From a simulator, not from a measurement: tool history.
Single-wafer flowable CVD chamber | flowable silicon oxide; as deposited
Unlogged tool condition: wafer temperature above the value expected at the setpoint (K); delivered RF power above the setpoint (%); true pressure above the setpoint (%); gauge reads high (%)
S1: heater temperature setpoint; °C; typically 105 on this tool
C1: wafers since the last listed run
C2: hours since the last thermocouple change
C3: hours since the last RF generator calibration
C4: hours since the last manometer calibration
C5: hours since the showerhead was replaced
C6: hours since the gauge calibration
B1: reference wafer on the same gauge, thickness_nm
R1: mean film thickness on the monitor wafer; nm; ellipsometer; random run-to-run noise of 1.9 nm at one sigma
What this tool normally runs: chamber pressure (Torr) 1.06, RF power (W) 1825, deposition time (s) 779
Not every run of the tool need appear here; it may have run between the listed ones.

{"run": 1, "hour": 0.0, "S1": 105, "chamber pressure (Torr)": 1.06, "RF power (W)": 1825, "deposition time (s)": 779, "C1": 0, "C2": 1039.8, "C3": 2020.8, "C4": 1143.3, "C5": 3767, "C6": 106.1, "B1": 692.451, "R1": 567.809}
{"run": 2, "hour": 7.4, "S1": 105, "chamber pressure (Torr)": 1.06, "RF power (W)": 1825, "deposition time (s)": 779, "C1": 11, "C2": 1047.2, "C3": 2028.2, "C4": 1150.7, "C5": 3774.4, "C6": 113.5, "B1": 693.662, "R1": 570.011}
{"run": 3, "hour": 23.8, "S1": 105, "chamber pressure (Torr)": 1.06, "RF power (W)": 1825, "deposition time (s)": 779, "C1": 25, "C2": 1063.6, "C3": 2044.6, "C4": 1167.1, "C5": 3790.8, "C6": 129.9, "B1": 693.042, "R1": 566.835}
{"hour": 60.0, "done": "showerhead replaced"}
{"run": 4, "hour": 60.5, "S1": 105, "chamber pressure (Torr)": 1.06, "RF power (W)": 1680, "deposition time (s)": 779, "C1": 45, "C2": 1100.3, "C3": 2081.3, "C4": 1203.8, "C5": 0.5, "C6": 166.6, "B1": 692.931, "R1": 544.311}
{"run": 5, "hour": 64.8, "S1": 105, "chamber pressure (Torr)": 1.06, "RF power (W)": 1680, "deposition time (s)": 779, "C1": 6, "C2": 1104.6, "C3": 2085.6, "C4": 1208.1, "C5": 4.8, "C6": 170.9, "B1": 692.942, "R1": 548.249}
{"run": 6, "hour": 71.4, "S1": 105, "chamber pressure (Torr)": 1.19, "RF power (W)": 2055, "deposition time (s)": 779, "C1": 10, "C2": 1111.2, "C3": 2092.2, "C4": 1214.7, "C5": 11.4, "C6": 177.5, "B1": 693.948, "R1": 659.587}
{"hour": 88.8, "done": "thermocouple changed; heater temperature recalibrated"}
{"run": 7, "hour": 89.3, "S1": 105, "chamber pressure (Torr)": 1.06, "RF power (W)": 1825, "deposition time (s)": 779, "C1": 15, "C2": 0.5, "C3": 2110.1, "C4": 1232.6, "C5": 29.3, "C6": 195.4, "B1": 692.749, "R1": 564.972}
{"run": 8, "hour": 95.6, "S1": 118, "chamber pressure (Torr)": 1.06, "RF power (W)": 1825, "deposition time (s)": 779, "C1": 9, "C2": 6.8, "C3": 2116.4, "C4": 1238.9, "C5": 35.6, "C6": 201.7, "B1": 693.157, "R1": 389.612}
{"hour": 98.3, "done": "gauge calibrated"}
{"hour": 114.7, "done": "RF generator calibrated"}
{"hour": 120.8, "done": "capacitance manometer re-zeroed and calibrated"}
{"run": 9, "hour": 121.3, "S1": 91, "chamber pressure (Torr)": 0.86, "RF power (W)": 1825, "deposition time (s)": 833, "C1": 18, "C2": 32.5, "C3": 6.6, "C4": 0.5, "C5": 61.3, "C6": 23, "B1": 693.193, "R1": 789.093}
{"run": 10, "hour": 127.2, "S1": 105, "chamber pressure (Torr)": 1.06, "RF power (W)": 1490, "deposition time (s)": 779, "C1": 9, "C2": 38.4, "C3": 12.5, "C4": 6.4, "C5": 67.2, "C6": 28.9, "B1": 692.462, "R1": 549.754}
{"run": 11, "hour": 139.8, "S1": 105, "chamber pressure (Torr)": 1.06, "RF power (W)": 1825, "deposition time (s)": 779, "C1": 19, "C2": 51, "C3": 25.1, "C4": 19, "C5": 79.8, "C6": 41.5, "B1": 692.429, "R1": 600.549}
{"run": 12, "hour": 152.5, "S1": 91, "chamber pressure (Torr)": 1.06, "RF power (W)": 1825, "deposition time (s)": 779, "C1": 20, "C2": 63.7, "C3": 37.8, "C4": 31.7, "C5": 92.5, "C6": 54.2, "B1": 693.45, "R1": 920.137}
{"run": 13, "hour": 161.4, "S1": 105, "chamber pressure (Torr)": 1.06, "RF power (W)": 2020, "deposition time (s)": 779, "C1": 14, "C2": 72.6, "C3": 46.7, "C4": 40.6, "C5": 101.4, "C6": 63.1, "B1": 692.552, "R1": 615.176}
{"run": 14, "hour": 174.7, "S1": 105, "chamber pressure (Torr)": 0.85, "RF power (W)": 1670, "deposition time (s)": 779, "C1": 20, "C2": 85.9, "C3": 60, "C4": 53.9, "C5": 114.7, "C6": 76.4, "B1": 692.937, "R1": 458.759}

Pick out some run-to-run changes in R1. Of each, how much would a tool without hidden state show as well, from the settings, what came in and chance, and how much is left for the hidden state and any gauge scatter not in both results compared?
Run 8 -> 9: S1 118 -> 91, chamber pressure (Torr) 1.06 -> 0.86, deposition time (s) 779 -> 833, gauge calibrated, RF generator calibrated, capacitance manometer re-zeroed and calibrated. R1 +399.481 nm: hidden state +23.961, all else +375.52.
